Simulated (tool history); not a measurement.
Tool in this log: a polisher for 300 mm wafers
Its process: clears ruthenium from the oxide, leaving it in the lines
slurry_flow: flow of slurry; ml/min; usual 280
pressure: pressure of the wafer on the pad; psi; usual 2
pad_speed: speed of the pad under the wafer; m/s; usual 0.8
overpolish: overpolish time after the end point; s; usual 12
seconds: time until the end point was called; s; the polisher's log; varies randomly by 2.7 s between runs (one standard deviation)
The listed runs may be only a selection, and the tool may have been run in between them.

run	day	slurry_flow	pressure	pad_speed	overpolish	incoming thickness of the incoming film, nm	seconds
1	0	280	2	0.74	10	142.5	181.9
# day 0.208: worn pad replaced by a new one
2	2.092	280	2	0.8	12	140	162.3
3	3.867	280	2	0.8	12	140.4	165.1
# day 4.817: head pressure recalibrated
4	6.608	280	2	0.8	12	137.1	163.4
5	8.733	280	2	0.8	12	137	158.3
6	10.571	280	2	0.8	12	140.2	165.3
7	12.742	280	2	0.8	12	140.2	165.4
8	15.671	280	2	0.8	12	139.3	164.9
9	18.321	280	2	0.8	14	142.6	171.5
10	20.85	280	2	0.7	12	137.4	184
# day 21.675: worn pad replaced by a new one
# day 23.788: slurry nozzle cleaned
11	26.946	280	2	0.7	12	139.1	191
12	29.304	280	2	0.7	12	140.1	187.3
13	32.225	305	2	0.8	12	136.8	156.1
14	34.404	245	2	0.8	12	139.1	163.1
15	35.862	280	2	0.58	12	140.7	231.8
16	38.858	205	2	0.98	8	139.4	137.1
# day 39.471: worn pad replaced by a new one
17	40.925	280	2.5	0.8	15	139.4	143.2
18	41.933	280	1.3	0.8	14	139.7	200
19	43.942	280	2.4	0.8	7	141.2	145.5
20	46.779	280	1.4	0.8	14	139.5	200.6
# day 49.171: head pressure recalibrated
21	49.242	280	2	0.8	16	141.3	168.4
22	50.538	355	2	0.8	12	138.2	157.5
23	52.875	335	2	0.8	12	141.1	165.1
# day 53: slurry nozzle cleaned
24	54.346	280	2.7	0.8	12	137.4	135.4
25	56.758	280	2	0.8	12	141.8	161.4
# day 61.721: worn pad replaced by a new one
26	62.404	280	2	0.8	10	139.4	170.2
27	64.108	280	2	0.8	12	140.1	167.5
28	66.8	320	2	0.8	18	140.8	162.5
29	69.429	190	2.4	0.96	12	139.8	127.9
30	70.867	280	2	0.8	15	140.7	170
31	73.788	280	2	0.8	12	139.6	159.6
32	75.088	280	1.7	0.8	12	139.9	180.1
33	77.321	280	2	0.8	12	141.3	167.6
34	79.483	280	2	0.8	12	140.8	162.2
35	82.358	210	2.3	0.8	7	143	162.2

The next listed run, before its measurement:
# day 84.729: worn pad replaced by a new one
36	85.308	280	2.5	1	12	140.1	?

Run 36 yielded seconds 112.7 s.
With no hidden state in the tool, this same run would have given seconds 112.7 s.
